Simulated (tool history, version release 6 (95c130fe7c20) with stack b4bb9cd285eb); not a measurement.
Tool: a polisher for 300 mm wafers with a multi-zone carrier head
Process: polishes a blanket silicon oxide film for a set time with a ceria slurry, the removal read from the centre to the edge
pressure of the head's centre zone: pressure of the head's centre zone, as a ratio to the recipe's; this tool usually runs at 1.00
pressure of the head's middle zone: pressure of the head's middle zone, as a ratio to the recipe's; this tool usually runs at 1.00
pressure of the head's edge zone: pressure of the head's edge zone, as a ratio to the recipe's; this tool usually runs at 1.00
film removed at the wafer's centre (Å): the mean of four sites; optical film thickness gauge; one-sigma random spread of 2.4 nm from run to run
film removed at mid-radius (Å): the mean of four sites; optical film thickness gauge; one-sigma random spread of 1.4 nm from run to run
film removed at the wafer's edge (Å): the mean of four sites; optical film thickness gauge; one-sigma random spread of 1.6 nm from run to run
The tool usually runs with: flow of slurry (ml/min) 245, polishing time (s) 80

run,hour,flow of slurry (ml/min),pressure of the head's centre zone,pressure of the head's middle zone,pressure of the head's edge zone,polishing time (s),wafers since the last listed run,wafers polished on this pad,hours since the slurry nozzle was cleaned,hours since the centre zone pressure was calibrated,hours since the edge zone pressure was calibrated,hours since the carrier head's membrane was replaced,"incoming thickness of the incoming film, nm",film removed at the wafer's centre (Å),film removed at mid-radius (Å),film removed at the wafer's edge (Å)
1,0.0,245,1.00,1.00,1.00,80,0,3875,35.8,39.0,367.6,1665.2,1232.4,1707,1636,1633
# hour 37.8: worn pad replaced by a new one, repeated, since the last time left the tool worse
2,69.6,245,1.00,1.00,1.00,80,897,435,105.4,108.6,437.2,1734.8,1263.8,1984,1914,1908
3,123.6,245,1.00,1.00,1.00,80,738,1174,159.4,162.6,491.2,1788.8,1247.7,1902,1910,1918
# hour 136.9: carrier head's membrane replaced by a new one
4,168.2,245,1.00,1.00,1.08,80,541,1715,204.0,207.2,535.8,31.3,1215.7,1933,1889,1930
5,202.5,245,1.00,1.00,1.08,80,469,2185,238.3,241.5,570.1,65.6,1239.5,1905,1859,1905
6,240.1,275,1.00,1.00,1.00,80,514,2699,275.9,279.1,607.7,103.2,1249.2,1909,1859,1871
7,276.5,245,1.00,1.00,0.92,80,497,3197,312.3,315.5,644.1,139.6,1235.1,1870,1846,1728
# hour 326.5: edge zone pressure recalibrated
8,335.0,245,1.00,1.00,1.00,80,772,3970,370.8,374.0,8.5,198.1,1247.4,1817,1804,1790
# hour 339.2: worn pad replaced by a new one
9,379.4,190,1.00,1.00,1.00,67,552,549,415.2,418.4,52.9,242.5,1227.7,1564,1539,1525
10,435.0,215,0.95,1.08,0.91,80,760,1310,470.8,474.0,108.5,298.1,1227.4,1832,1952,1765
11,477.9,290,0.92,0.96,1.00,65,586,1897,513.7,516.9,151.4,341.0,1240.7,1490,1476,1520
12,516.4,245,1.00,1.00,1.00,80,526,2423,552.2,555.4,189.9,379.5,1238.9,1885,1860,1864
13,581.9,245,1.00,1.00,0.94,108,896,3319,617.7,620.9,255.4,445.0,1212.3,2536,2461,2381
# hour 617.6: slurry nozzle cleaned
14,618.8,180,1.00,1.00,1.00,80,491,3810,1.2,657.8,292.3,481.9,1236.7,1748,1722,1754
# hour 642.9: worn pad replaced by a new one
15,685.5,245,0.94,0.89,1.00,80,857,583,67.9,724.5,359.0,548.6,1233.2,1881,1745,1889
16,764.8,245,1.12,1.00,0.92,80,1084,1667,147.2,803.8,438.3,627.9,1248.2,2085,1881,1811
17,813.1,245,1.00,1.00,1.08,80,660,2328,195.5,852.1,486.6,676.2,1237.2,1931,1853,1939
18,847.0,245,1.00,1.00,1.00,80,463,2792,229.4,886.0,520.5,710.1,1221.7,1927,1856,1870
19,904.2,300,1.08,1.00,0.97,80,782,3575,286.6,943.2,577.7,767.3,1228.8,2060,1870,1861
20,946.0,245,1.00,1.00,1.00,80,571,4146,328.4,985.0,619.5,809.1,1230.6,1811,1813,1799
# hour 954.8: worn pad replaced by a new one
21,986.7,245,1.00,0.94,0.94,80,502,436,369.1,1025.7,660.2,849.8,1244.7,1952,1815,1842

Predict each of these 5 candidate next runs independently; none follows another, all start after run 21:
A,987.1,245,1.00,1.00,1.00,80,5,441,369.5,1026.1,660.6,850.2,1264.8,?,?,?
B,987.1,180,1.08,0.95,1.00,68,5,441,369.5,1026.1,660.6,850.2,1264.8,?,?,?
C,987.1,245,1.03,1.00,1.00,59,5,441,369.5,1026.1,660.6,850.2,1264.8,?,?,?
D,987.1,245,1.10,1.06,0.90,80,5,441,369.5,1026.1,660.6,850.2,1264.8,?,?,?
E,987.1,245,1.00,0.96,1.00,80,5,441,369.5,1026.1,660.6,850.2,1264.8,?,?,?

run,film removed at the wafer's centre (Å),film removed at mid-radius (Å),film removed at the wafer's edge (Å)
A,1954,1897,1916
B,1680,1471,1572
C,1478,1399,1413
D,2121,1993,1822
E,1954,1833,1917
What these runs would have given with no unlogged condition in the tool:
run,film removed at the wafer's centre (Å),film removed at mid-radius (Å),film removed at the wafer's edge (Å)
A,1984,1926,1945
B,1706,1493,1596
C,1501,1420,1434
D,2153,2023,1849
E,1984,1861,1946

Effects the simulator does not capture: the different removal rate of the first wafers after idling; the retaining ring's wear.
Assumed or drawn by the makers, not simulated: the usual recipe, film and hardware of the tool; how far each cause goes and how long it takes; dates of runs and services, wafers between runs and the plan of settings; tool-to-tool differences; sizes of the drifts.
